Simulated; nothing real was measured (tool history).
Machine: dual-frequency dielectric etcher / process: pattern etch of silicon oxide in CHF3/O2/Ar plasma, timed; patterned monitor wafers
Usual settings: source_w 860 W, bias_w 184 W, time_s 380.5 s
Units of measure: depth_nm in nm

run	day	source_w	bias_w	time_s	wafers since the last listed run	hours since the last wet clean	hours since the last source power generator calibration	hours since the last bias power generator calibration	hours since the last upper electrode change	hours since the gauge calibration	read-back reference wafer on the same gauge, depth_nm	depth_nm
1	0.000	860	184	380.5	0	335.2	3812.2	4829.9	4556.6	1153.3	755.5	828.4
2	1.175	860	184	380.5	126	363.4	3840.4	4858.1	4584.8	1181.5	757.2	836.0
# day 3.121: wet clean of the chamber
3	4.017	860	184	380.5	198	21.5	3908.6	4926.3	4653.0	1249.7	754.6	833.7
# day 6.283: source power generator calibrated
4	6.304	860	149	380.5	228	76.4	0.5	4981.2	4707.9	1304.6	752.4	758.9
5	7.283	860	184	380.5	105	99.9	24.0	5004.7	4731.4	1328.1	752.4	825.9
6	8.842	860	184	380.5	167	137.3	61.4	5042.1	4768.8	1365.5	751.3	829.6
7	11.821	860	184	380.5	320	208.8	132.9	5113.6	4840.3	1437.0	749.0	825.6
# day 11.883: gauge calibrated
8	13.712	860	184	380.5	203	254.2	178.3	5159.0	4885.7	43.9	773.0	852.7
9	14.929	860	226	380.5	131	283.4	207.5	5188.2	4914.9	73.1	771.5	924.0
# day 17.562: upper electrode replaced
10	17.583	1080	216	380.5	178	347.1	271.2	5251.9	0.5	136.8	771.0	1000.6
11	18.283	860	184	435.5	75	363.9	288.0	5268.7	17.3	153.6	771.3	968.0
# day 19.333: bias power generator calibrated
# day 20.004: wet clean of the chamber
12	21.142	860	184	380.5	217	27.3	356.6	43.4	85.9	222.2	770.7	849.8
13	23.300	860	184	380.5	232	79.1	408.4	95.2	137.7	274.0	772.2	845.5
14	25.142	860	184	380.5	198	123.3	452.6	139.4	181.9	318.2	769.2	847.7
15	27.212	860	184	380.5	223	173.0	502.3	189.1	231.6	367.9	768.9	859.1
16	29.112	810	160	380.5	204	218.6	547.9	234.7	277.2	413.5	769.9	776.7
17	31.492	860	184	380.5	256	275.7	605.0	291.8	334.3	470.6	768.7	850.6
18	33.529	1070	184	302.0	219	324.6	653.9	340.7	383.2	519.5	768.8	736.1
19	35.012	650	208	328.5	159	360.2	689.5	376.3	418.8	555.1	768.4	682.0
# day 38.017: wet clean of the chamber
20	38.038	860	184	380.5	218	0.5	762.1	448.9	491.4	627.7	766.7	850.3
21	40.438	1010	144	272.5	258	58.1	819.7	506.5	549.0	685.3	765.4	590.6
22	42.142	1000	172	351.5	183	99.0	860.6	547.4	589.9	726.2	764.9	815.1
23	43.979	990	217	280.0	197	143.1	904.7	591.5	634.0	770.3	764.4	703.2
24	45.267	780	204	380.5	138	174.0	935.6	622.4	664.9	801.2	763.7	842.6
25	47.421	930	214	295.5	231	225.7	987.3	674.1	716.6	852.9	761.5	714.1
26	53.138	800	216	274.5	615	362.9	1124.5	811.3	853.8	990.1	759.8	623.5
# day 55.517: wet clean of the chamber
27	55.708	860	168	380.5	169	4.6	1186.2	873.0	915.5	1051.8	758.5	803.5
28	58.121	760	184	453.0	259	62.5	1244.1	930.9	973.4	1109.7	758.9	936.7

Subtracting, for every run, the result it would have given without the tool's unlogged condition from the measured result gives the following. The same run-to-run variation enters both numbers; the gauge's scatter may not:
Hidden state present: etch rate over this chamber's usual, %; source power that arrives over what is set, %; bias power that arrives over what is set, %; gauge reads high (%).
run	depth_nm
1	-13.4
2	-14.4
3	-16.6
4	-16.7
5	-19.1
6	-20.4
7	-23.0
8	+2.9
9	+3.0
10	+3.1
11	+2.9
12	+2.2
13	+1.9
14	+1.5
15	+1.1
16	+0.7
17	+0.1
18	-0.5
19	-0.9
20	-2.3
21	-2.2
22	-3.8
23	-4.0
24	-5.4
25	-5.5
26	-7.2
27	-11.0
28	-14.6
